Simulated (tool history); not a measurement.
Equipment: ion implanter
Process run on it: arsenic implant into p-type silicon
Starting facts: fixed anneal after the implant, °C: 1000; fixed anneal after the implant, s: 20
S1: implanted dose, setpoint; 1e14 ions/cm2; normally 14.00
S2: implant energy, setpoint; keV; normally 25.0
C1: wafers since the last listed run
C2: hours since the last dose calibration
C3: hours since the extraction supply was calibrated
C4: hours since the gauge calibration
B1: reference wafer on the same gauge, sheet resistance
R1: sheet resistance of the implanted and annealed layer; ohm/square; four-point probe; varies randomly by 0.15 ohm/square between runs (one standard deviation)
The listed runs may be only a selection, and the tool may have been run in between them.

run   hour     S1    S2   C1     C2      C3     C4     B1      R1
  1    0.0  10.92  28.0    0  691.0  3810.7   59.5  81.99  108.09
  2    6.1  14.00  25.0   64  697.1  3816.8   65.6  81.90  100.38
  3   15.8  14.00  25.0  102  706.8  3826.5   75.3  81.97  100.32
  4   24.2  14.00  25.0   88  715.2  3834.9   83.7  81.93  100.49
  5   35.8  14.00  25.0  122  726.8  3846.5   95.3  81.84  100.16
  6   46.9  14.00  29.5  117  737.9  3857.6  106.4  81.81   94.76
  7   60.6  14.00  20.5  144  751.6  3871.3  120.1  81.80  107.18
  8   71.8  14.00  25.0  118  762.8  3882.5  131.3  81.74  100.17
  9   79.0  17.43  21.0   76  770.0  3889.7  138.5  81.72  100.17
 10   93.1  14.00  25.0  148  784.1  3903.8  152.6  81.62   99.76
 11  104.8  11.24  20.0  123  795.8  3915.5  164.3  81.61  116.76
     116.9  -- Faraday cup replaced and dose calibrated
     121.3  -- extraction supply calibrated
 12  121.8  15.09  17.0   49    4.9     0.5  181.3  81.50  110.70
 13  126.9  10.95  25.0   53   10.0     5.6  186.4  81.52  110.77
 14  141.2  14.00  25.0  151   24.3    19.9  200.7  81.38   99.58
     145.6  -- gauge calibrated
 15  156.0  14.00  25.0  156   39.1    34.7   10.4  81.99  100.24
 16  173.2  17.89  22.0  181   56.3    51.9   27.6  82.01   97.99
 17  225.9  12.07  29.0  556  109.0   104.6   80.3  81.87  101.55

Forecast each of these 3 alternatives for the next run:
  A  226.3  14.00  25.0   4  109.4  105.0  80.7   ?   ?
  B  226.3  14.00  32.0   4  109.4  105.0  80.7   ?   ?
  C  226.3  17.39  29.0   4  109.4  105.0  80.7   ?   ?

run     B1      R1
  A  81.90  100.17
  B  81.90   92.16
  C  81.90   88.88
With no hidden state in the tool, these same runs would have given:
run      R1
  A  100.32
  B   92.29
  C   89.00
